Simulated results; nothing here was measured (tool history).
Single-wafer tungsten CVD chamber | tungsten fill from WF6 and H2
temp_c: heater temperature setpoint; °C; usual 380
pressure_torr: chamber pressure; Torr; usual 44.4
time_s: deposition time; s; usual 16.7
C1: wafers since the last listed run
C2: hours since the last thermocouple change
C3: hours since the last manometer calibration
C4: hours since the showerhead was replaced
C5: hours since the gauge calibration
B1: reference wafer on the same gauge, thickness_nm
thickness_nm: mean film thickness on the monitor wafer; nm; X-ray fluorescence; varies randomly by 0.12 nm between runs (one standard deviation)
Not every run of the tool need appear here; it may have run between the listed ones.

{"run": 1, "hour": 0.0, "temp_c": 380, "pressure_torr": 44.4, "time_s": 16.7, "C1": 0, "C2": 2794.7, "C3": 1053.2, "C4": 5673.5, "C5": 405.3, "B1": 42.408, "thickness_nm": 42.934}
{"run": 2, "hour": 31.1, "temp_c": 380, "pressure_torr": 44.4, "time_s": 16.7, "C1": 934, "C2": 2825.8, "C3": 1084.3, "C4": 5704.6, "C5": 436.4, "B1": 42.389, "thickness_nm": 42.987}
{"run": 3, "hour": 57.9, "temp_c": 380, "pressure_torr": 44.4, "time_s": 16.7, "C1": 805, "C2": 2852.6, "C3": 1111.1, "C4": 5731.4, "C5": 463.2, "B1": 42.4, "thickness_nm": 42.902}
{"run": 4, "hour": 92.3, "temp_c": 380, "pressure_torr": 44.4, "time_s": 14.1, "C1": 1033, "C2": 2887.0, "C3": 1145.5, "C4": 5765.8, "C5": 497.6, "B1": 42.456, "thickness_nm": 36.124}
{"run": 5, "hour": 125.2, "temp_c": 380, "pressure_torr": 44.4, "time_s": 16.7, "C1": 988, "C2": 2919.9, "C3": 1178.4, "C4": 5798.7, "C5": 530.5, "B1": 42.368, "thickness_nm": 42.877}
{"run": 6, "hour": 145.5, "temp_c": 380, "pressure_torr": 44.4, "time_s": 16.7, "C1": 609, "C2": 2940.2, "C3": 1198.7, "C4": 5819.0, "C5": 550.8, "B1": 42.355, "thickness_nm": 42.968}
{"hour": 160.4, "done": "gauge calibrated"}
{"run": 7, "hour": 179.1, "temp_c": 372, "pressure_torr": 37.5, "time_s": 16.7, "C1": 1009, "C2": 2973.8, "C3": 1232.3, "C4": 5852.6, "C5": 18.7, "B1": 42.397, "thickness_nm": 32.595}
{"run": 8, "hour": 198.7, "temp_c": 380, "pressure_torr": 44.4, "time_s": 16.7, "C1": 588, "C2": 2993.4, "C3": 1251.9, "C4": 5872.2, "C5": 38.3, "B1": 42.414, "thickness_nm": 42.868}
{"hour": 229.8, "done": "capacitance manometer re-zeroed and calibrated"}
{"run": 9, "hour": 243.5, "temp_c": 380, "pressure_torr": 44.4, "time_s": 16.7, "C1": 1105, "C2": 3038.2, "C3": 13.7, "C4": 5917.0, "C5": 83.1, "B1": 42.42, "thickness_nm": 41.686}
{"run": 10, "hour": 265.7, "temp_c": 370, "pressure_torr": 44.4, "time_s": 15.9, "C1": 666, "C2": 3060.4, "C3": 35.9, "C4": 5939.2, "C5": 105.3, "B1": 42.404, "thickness_nm": 31.544}
{"run": 11, "hour": 285.0, "temp_c": 380, "pressure_torr": 44.4, "time_s": 16.7, "C1": 579, "C2": 3079.7, "C3": 55.2, "C4": 5958.5, "C5": 124.6, "B1": 42.367, "thickness_nm": 41.707}
{"run": 12, "hour": 307.8, "temp_c": 380, "pressure_torr": 44.4, "time_s": 16.7, "C1": 685, "C2": 3102.5, "C3": 78.0, "C4": 5981.3, "C5": 147.4, "B1": 42.436, "thickness_nm": 41.833}

What does the tool deliver on the next run?
{"run": 13, "hour": 340.4, "temp_c": 380, "pressure_torr": 44.4, "time_s": 16.7, "C1": 979, "C2": 3135.1, "C3": 110.6, "C4": 6013.9, "C5": 180.0, "B1": "?", "thickness_nm": "?"}

Run 13 yielded B1 42.429, thickness_nm 42.077 nm.
On a tool with no hidden condition, and with the same random variation, this run would have come out at thickness_nm 41.462 nm.
